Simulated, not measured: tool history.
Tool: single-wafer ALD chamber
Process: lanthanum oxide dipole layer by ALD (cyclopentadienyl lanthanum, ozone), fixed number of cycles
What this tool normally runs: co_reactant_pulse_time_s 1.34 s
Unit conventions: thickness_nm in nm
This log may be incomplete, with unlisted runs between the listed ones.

run     day  co_reactant_pulse_time_s  read-back reference wafer on the same gauge, thickness_nm  thickness_nm
  1   0.000                      1.75                                                      0.496         0.584
  2   1.112                      1.34                                                      0.496         0.549
  3   2.408                      1.34                                                      0.496         0.553
  4   3.296                      1.34                                                      0.496         0.552
  5   4.258                      1.34                                                      0.496         0.556
  6   5.092                      1.34                                                      0.496         0.553
  7   6.017                      1.34                                                      0.496         0.551
  8   7.067                      1.61                                                      0.496         0.579
  9   7.942                      1.61                                                      0.496         0.579
      9.450  -- ozone generator serviced
 10  11.588                      1.61                                                      0.496         0.585
     12.158  -- gauge calibrated
 11  13.079                      1.00                                                      0.496         0.517
 12  13.708                      1.34                                                      0.497         0.565
 13  14.238                      1.34                                                      0.496         0.563
 14  14.742                      1.55                                                      0.496         0.580
     15.179  -- showerhead replaced
 15  15.725                      0.84                                                      0.496         0.485
     16.354  -- thermocouple changed; heater temperature recalibrated
 16  20.158                      1.50                                                      0.496         0.576
 17  21.608                      0.96                                                      0.496         0.507
 18  22.183                      1.51                                                      0.496         0.575
 19  22.967                      1.52                                                      0.496         0.573
 20  23.625                      1.19                                                      0.496         0.545
 21  25.004                      1.18                                                      0.496         0.540
 22  26.258                      0.88                                                      0.496         0.484

5 options for the next run, each taken on its own from the tool as it stands now. Forecast them:
  A  26.275                      1.62                                                          ?             ?
  B  26.275                      1.60                                                          ?             ?
  C  26.275                      1.67                                                          ?             ?
  D  26.275                      1.79                                                          ?             ?
  E  26.275                      1.86                                                          ?             ?

run  read-back reference wafer on the same gauge, thickness_nm  thickness_nm
  A                                                      0.496         0.580
  B                                                      0.496         0.579
  C                                                      0.496         0.583
  D                                                      0.496         0.588
  E                                                      0.496         0.591
Without the tool's hidden state the same runs would have given:
run  thickness_nm
  A         0.588
  B         0.587
  C         0.590
  D         0.595
  E         0.597
